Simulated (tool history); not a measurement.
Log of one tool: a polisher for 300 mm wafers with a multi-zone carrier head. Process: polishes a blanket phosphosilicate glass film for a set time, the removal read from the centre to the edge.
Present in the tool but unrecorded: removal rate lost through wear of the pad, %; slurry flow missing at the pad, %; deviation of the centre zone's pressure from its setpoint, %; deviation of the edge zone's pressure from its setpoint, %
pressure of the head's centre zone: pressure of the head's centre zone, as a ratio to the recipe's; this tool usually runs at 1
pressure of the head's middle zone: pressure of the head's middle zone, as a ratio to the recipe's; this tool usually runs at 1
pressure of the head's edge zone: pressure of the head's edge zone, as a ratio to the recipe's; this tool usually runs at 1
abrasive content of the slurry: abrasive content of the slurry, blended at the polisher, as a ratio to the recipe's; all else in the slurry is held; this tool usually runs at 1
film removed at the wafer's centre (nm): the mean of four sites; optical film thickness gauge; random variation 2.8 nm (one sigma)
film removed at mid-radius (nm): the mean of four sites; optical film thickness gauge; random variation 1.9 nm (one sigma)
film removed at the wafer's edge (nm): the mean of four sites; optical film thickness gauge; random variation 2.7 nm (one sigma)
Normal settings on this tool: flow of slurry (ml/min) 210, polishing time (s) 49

run	hour	flow of slurry (ml/min)	pressure of the head's centre zone	pressure of the head's middle zone	pressure of the head's edge zone	abrasive content of the slurry	polishing time (s)	wafers since the last listed run	wafers polished on this pad	hours since the slurry nozzle was cleaned	hours since the centre zone pressure was calibrated	hours since the edge zone pressure was calibrated	hours since the carrier head's membrane was replaced	incoming thickness of the incoming film, nm	film removed at the wafer's centre (nm)	film removed at mid-radius (nm)	film removed at the wafer's edge (nm)
1	0	210	1	1	1	1	49	0	1755	321.7	316.8	368	874.7	1834.8	174.1	176	183.6
2	87.7	210	1	1	1	1	49	784	2539	409.4	404.5	455.7	962.4	1817.3	166.9	168.9	172
# hour 131.3: worn pad replaced by a new one
# hour 141.2: carrier head's membrane replaced by a new one
3	157	210	1	1	1.08	1	49	539	184	478.7	473.8	525	15.8	1803.9	181.5	180.6	187.1
# hour 189.6: slurry nozzle cleaned
4	258.4	210	1	1	1.08	1	49	898	1083	68.8	575.2	626.4	117.2	1856.9	183.6	183	192.9
5	324.8	210	1	1	1	1	49	594	1677	135.2	641.6	692.8	183.6	1842	174	178.6	181.8
6	409.4	210	1	1	1	1	49	756	2434	219.8	726.2	777.4	268.2	1838.3	172.5	172.6	176
# hour 416.9: edge zone pressure recalibrated
7	456.6	210	1	1	1	1.25	49	404	2838	267	773.4	39.7	315.4	1824	184	182	187.9
# hour 480.3: worn pad replaced by a new one
8	522.3	210	1	1	1	1.25	49	552	375	332.7	839.1	105.4	381.1	1831.6	206.9	203.1	207.9
# hour 625.6: slurry nozzle cleaned
9	630	210	1	1	1	1	49	954	1330	4.4	946.8	213.1	488.8	1853.1	185.3	183.3	189
10	729.6	210	1	1	1	1	49	891	2221	104	1046.4	312.7	588.4	1836.5	174.6	173.8	179.7
# hour 737: centre zone pressure recalibrated
# hour 813.4: worn pad replaced by a new one
11	826.4	175	1	1	1	1	49	812	116	200.8	89.4	409.5	685.2	1833.3	188.6	190.3	192.7
12	906.7	210	1	1	1.04	1.2	49	718	834	281.1	169.7	489.8	765.5	1821.8	198.6	197.7	208.5
13	962.5	185	1	0.89	1.06	1	58	499	1333	336.9	225.5	545.6	821.3	1854.7	208.7	192.5	222.8
14	1001.4	210	1	1	1	1	49	348	1681	375.8	264.4	584.5	860.2	1808	179.1	175.3	181.2
# hour 1018.4: slurry nozzle cleaned
# hour 1106.8: edge zone pressure recalibrated
15	1107.2	210	1	1	1.08	1	49	919	2601	88.8	370.2	0.4	966	1828.9	175.4	174.1	181.2
# hour 1113.9: carrier head's membrane replaced by a new one
# hour 1144.4: worn pad replaced by a new one
16	1198.9	210	0.96	1	1	1	49	739	487	180.5	461.9	92.1	85	1847.4	181.3	187.6	191.5
17	1245.8	210	1	1.1	1	1	49	419	907	227.4	508.8	139	131.9	1834.4	182.2	192.2	191
18	1314	210	1.09	1	0.91	1.25	57	610	1517	295.6	577	207.2	200.1	1821.3	248.7	224	227.9
19	1361.3	210	0.91	0.96	1	0.8	59	423	1940	342.9	624.3	254.5	247.4	1825.2	172.6	183.9	192
20	1410.1	210	1	1	1	1	49	436	2377	391.7	673.1	303.3	296.2	1837.7	167.9	169.9	172
# hour 1435.3: worn pad replaced by a new one
# hour 1442.9: slurry nozzle cleaned
21	1472.6	210	1	1	1	1.1	49	514	324	29.7	735.6	365.8	358.7	1860.6	197.5	199.9	205.3

4 ways to go on from here, each from the tool as it stands after run 21. What would each give?
A	1473	210	1	1	1	1	32	3	328	30.1	736	366.2	359.1	1842.8	?	?	?
B	1473	285	1	0.88	1	0.75	49	3	328	30.1	736	366.2	359.1	1842.8	?	?	?
C	1473	190	1.09	1.05	0.93	1	49	3	328	30.1	736	366.2	359.1	1842.8	?	?	?
D	1473	160	1	1	1	1	49	3	328	30.1	736	366.2	359.1	1842.8	?	?	?

run	film removed at the wafer's centre (nm)	film removed at mid-radius (nm)	film removed at the wafer's edge (nm)
A	123.7	122.8	126.2
B	170.6	155.9	172.7
C	204.5	192.2	188.2
D	183.9	183.1	189.5
With the hidden condition removed and each run's random variation left untouched, the same runs would have given:
run	film removed at the wafer's centre (nm)	film removed at mid-radius (nm)	film removed at the wafer's edge (nm)
A	127.3	126.3	129.7
B	175.5	160.3	177.3
C	210.5	197.7	193.4
D	189.4	188.5	194.8
